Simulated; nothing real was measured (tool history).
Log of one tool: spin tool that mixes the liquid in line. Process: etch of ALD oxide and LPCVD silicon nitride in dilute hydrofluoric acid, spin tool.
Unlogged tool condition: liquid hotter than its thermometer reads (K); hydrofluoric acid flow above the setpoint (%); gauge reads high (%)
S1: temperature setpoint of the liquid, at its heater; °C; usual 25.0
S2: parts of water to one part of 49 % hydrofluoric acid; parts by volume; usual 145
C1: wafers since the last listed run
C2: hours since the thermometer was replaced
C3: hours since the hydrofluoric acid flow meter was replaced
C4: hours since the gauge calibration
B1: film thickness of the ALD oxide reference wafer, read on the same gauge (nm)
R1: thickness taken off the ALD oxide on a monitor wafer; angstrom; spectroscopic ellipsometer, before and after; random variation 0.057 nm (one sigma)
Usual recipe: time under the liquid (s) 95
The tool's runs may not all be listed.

run 1 hour=0.0 | S1=25.0 S2=145 time_under_the_liquid_(s)=95 | C1=0 C2=2538.1 C3=901.4 C4=86.1 | B1=110.04 | R1=64.6
run 2 hour=6.3 | S1=25.0 S2=145 time_under_the_liquid_(s)=95 | C1=64 C2=2544.4 C3=907.7 C4=92.4 | B1=110.04 | R1=66.2
run 3 hour=24.3 | S1=25.0 S2=145 time_under_the_liquid_(s)=95 | C1=183 C2=2562.4 C3=925.7 C4=110.4 | B1=110.01 | R1=65.8
run 4 hour=37.3 | S1=25.0 S2=110 time_under_the_liquid_(s)=110 | C1=132 C2=2575.4 C3=938.7 C4=123.4 | B1=110.01 | R1=104.5
run 5 hour=52.1 | S1=26.5 S2=200 time_under_the_liquid_(s)=95 | C1=151 C2=2590.2 C3=953.5 C4=138.2 | B1=110.00 | R1=47.4
run 6 hour=61.1 | S1=26.5 S2=200 time_under_the_liquid_(s)=95 | C1=91 C2=2599.2 C3=962.5 C4=147.2 | B1=109.99 | R1=47.1
run 7 hour=74.0 | S1=25.0 S2=145 time_under_the_liquid_(s)=95 | C1=131 C2=2612.1 C3=975.4 C4=160.1 | B1=110.04 | R1=65.8
-- hour=87.2 thermometer replaced
run 8 hour=87.7 | S1=25.0 S2=145 time_under_the_liquid_(s)=95 | C1=129 C2=0.5 C3=989.1 C4=173.8 | B1=110.01 | R1=65.1
run 9 hour=99.2 | S1=25.0 S2=145 time_under_the_liquid_(s)=95 | C1=117 C2=12.0 C3=1000.6 C4=185.3 | B1=110.01 | R1=65.3
run 10 hour=106.2 | S1=25.0 S2=145 time_under_the_liquid_(s)=95 | C1=71 C2=19.0 C3=1007.6 C4=192.3 | B1=109.99 | R1=65.7
run 11 hour=122.7 | S1=25.0 S2=215 time_under_the_liquid_(s)=95 | C1=168 C2=35.5 C3=1024.1 C4=208.8 | B1=110.00 | R1=40.7
run 12 hour=129.3 | S1=28.5 S2=145 time_under_the_liquid_(s)=95 | C1=67 C2=42.1 C3=1030.7 C4=215.4 | B1=110.02 | R1=73.5
run 13 hour=139.6 | S1=25.0 S2=145 time_under_the_liquid_(s)=95 | C1=105 C2=52.4 C3=1041.0 C4=225.7 | B1=109.99 | R1=65.2
run 14 hour=146.1 | S1=25.0 S2=165 time_under_the_liquid_(s)=95 | C1=66 C2=58.9 C3=1047.5 C4=232.2 | B1=110.06 | R1=55.9
run 15 hour=154.4 | S1=25.0 S2=205 time_under_the_liquid_(s)=95 | C1=84 C2=67.2 C3=1055.8 C4=240.5 | B1=109.99 | R1=42.3
run 16 hour=160.9 | S1=25.0 S2=145 time_under_the_liquid_(s)=95 | C1=66 C2=73.7 C3=1062.3 C4=247.0 | B1=110.01 | R1=65.1
-- hour=167.8 hydrofluoric acid flow meter replaced
run 17 hour=170.9 | S1=25.0 S2=205 time_under_the_liquid_(s)=60 | C1=91 C2=83.7 C3=3.1 C4=257.0 | B1=110.00 | R1=27.3
run 18 hour=184.5 | S1=29.0 S2=185 time_under_the_liquid_(s)=145 | C1=138 C2=97.3 C3=16.7 C4=270.6 | B1=110.00 | R1=86.3
run 19 hour=193.9 | S1=23.0 S2=145 time_under_the_liquid_(s)=95 | C1=95 C2=106.7 C3=26.1 C4=280.0 | B1=110.03 | R1=60.4
run 20 hour=205.2 | S1=25.0 S2=180 time_under_the_liquid_(s)=95 | C1=115 C2=118.0 C3=37.4 C4=291.3 | B1=109.97 | R1=50.2
-- hour=230.0 gauge calibrated
run 21 hour=250.4 | S1=20.0 S2=185 time_under_the_liquid_(s)=110 | C1=461 C2=163.2 C3=82.6 C4=20.4 | B1=110.00 | R1=46.4
run 22 hour=265.6 | S1=25.0 S2=145 time_under_the_liquid_(s)=95 | C1=155 C2=178.4 C3=97.8 C4=35.6 | B1=110.02 | R1=65.6
run 23 hour=282.5 | S1=25.0 S2=145 time_under_the_liquid_(s)=95 | C1=172 C2=195.3 C3=114.7 C4=52.5 | B1=109.97 | R1=64.2
run 24 hour=291.9 | S1=25.0 S2=145 time_under_the_liquid_(s)=65 | C1=95 C2=204.7 C3=124.1 C4=61.9 | B1=109.97 | R1=44.2
run 25 hour=304.0 | S1=25.0 S2=145 time_under_the_liquid_(s)=95 | C1=123 C2=216.8 C3=136.2 C4=74.0 | B1=110.00 | R1=64.3
run 26 hour=310.3 | S1=25.0 S2=145 time_under_the_liquid_(s)=95 | C1=64 C2=223.1 C3=142.5 C4=80.3 | B1=110.03 | R1=64.9
run 27 hour=320.3 | S1=25.0 S2=145 time_under_the_liquid_(s)=55 | C1=102 C2=233.1 C3=152.5 C4=90.3 | B1=109.99 | R1=38.1

3 ways to go on from here, each from the tool as it stands after run 27. What would each give?
run A hour=320.7 | S1=25.0 S2=145 time_under_the_liquid_(s)=95 | C1=4 C2=233.5 C3=152.9 C4=90.7 | B1=? | R1=?
run B hour=320.7 | S1=22.5 S2=145 time_under_the_liquid_(s)=95 | C1=4 C2=233.5 C3=152.9 C4=90.7 | B1=? | R1=?
run C hour=320.7 | S1=27.5 S2=145 time_under_the_liquid_(s)=145 | C1=4 C2=233.5 C3=152.9 C4=90.7 | B1=? | R1=?

run=A B1=109.97 R1=66.5
run=B B1=109.97 R1=60.4
run=C B1=109.97 R1=111.5
With no hidden state in the tool, these same runs would have given:
run=A R1=66.5
run=B R1=60.4
run=C R1=111.5

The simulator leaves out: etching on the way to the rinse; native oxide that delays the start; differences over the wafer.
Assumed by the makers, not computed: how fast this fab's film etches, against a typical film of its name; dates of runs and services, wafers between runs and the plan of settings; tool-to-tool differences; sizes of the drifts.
